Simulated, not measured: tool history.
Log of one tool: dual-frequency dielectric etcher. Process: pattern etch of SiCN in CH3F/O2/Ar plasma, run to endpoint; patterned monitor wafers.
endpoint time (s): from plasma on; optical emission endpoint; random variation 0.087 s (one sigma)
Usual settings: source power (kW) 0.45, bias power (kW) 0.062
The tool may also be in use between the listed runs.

run     day  source power (kW)  bias power (kW)  incoming incoming film thickness, nm  endpoint time (s)
  1       0               0.45            0.062                                  8.67               21.3
  2   2.542               0.45            0.062                                  8.56               20.9
  3   5.262               0.45            0.062                                   8.7               21.1
  4     7.2               0.45            0.062                                  8.57               20.7
     13.075  -- wet clean of the chamber
  5  13.096               0.39            0.062                                  8.56               21.9
  6  14.733               0.39            0.062                                   8.6               21.8
  7  17.346               0.37             0.05                                  8.68                 25
  8  19.296                0.5            0.062                                  8.66               20.6
  9  21.379                0.5            0.062                                  8.59               20.1
 10  24.038               0.45            0.056                                  8.64               21.8
 11  25.246               0.45            0.056                                   8.6               21.8
 12  26.392               0.45            0.056                                  8.59               21.5
     28.488  -- wet clean of the chamber
 13  28.508               0.45            0.062                                  8.64               21.2
 14    29.1               0.45            0.062                                  8.57               21.1
 15  30.796               0.45            0.062                                  8.55               20.9
 16  32.079               0.52            0.062                                  8.63               20.4
 17    39.6               0.45            0.062                                  8.48               20.2
 18  41.338               0.45            0.062                                  8.59               20.3
       42.8  -- upper electrode replaced
 19  43.775               0.53            0.051                                  8.59               21.6
     47.225  -- wet clean of the chamber
 20  47.246               0.51            0.071                                  8.61               18.8
 21  48.533               0.41             0.07                                  8.49               19.5
 22  49.683               0.51            0.047                                   8.6               23.3
 23  51.262               0.55            0.072                                   8.5               17.7
 24  52.679               0.45            0.062                                  8.67               20.5
 25  54.542               0.53            0.073                                  8.66               17.9
     55.612  -- source power generator calibrated
 26  56.362               0.52            0.049                                  8.63               22.3

Forecast run 27:
     58.533  -- bias power generator calibrated
 27  59.317               0.42            0.074                                  8.63                  ?

Run 27 gave endpoint time (s) 19.1.
Without the tool's hidden state the same run would have given endpoint time (s) 19.8.
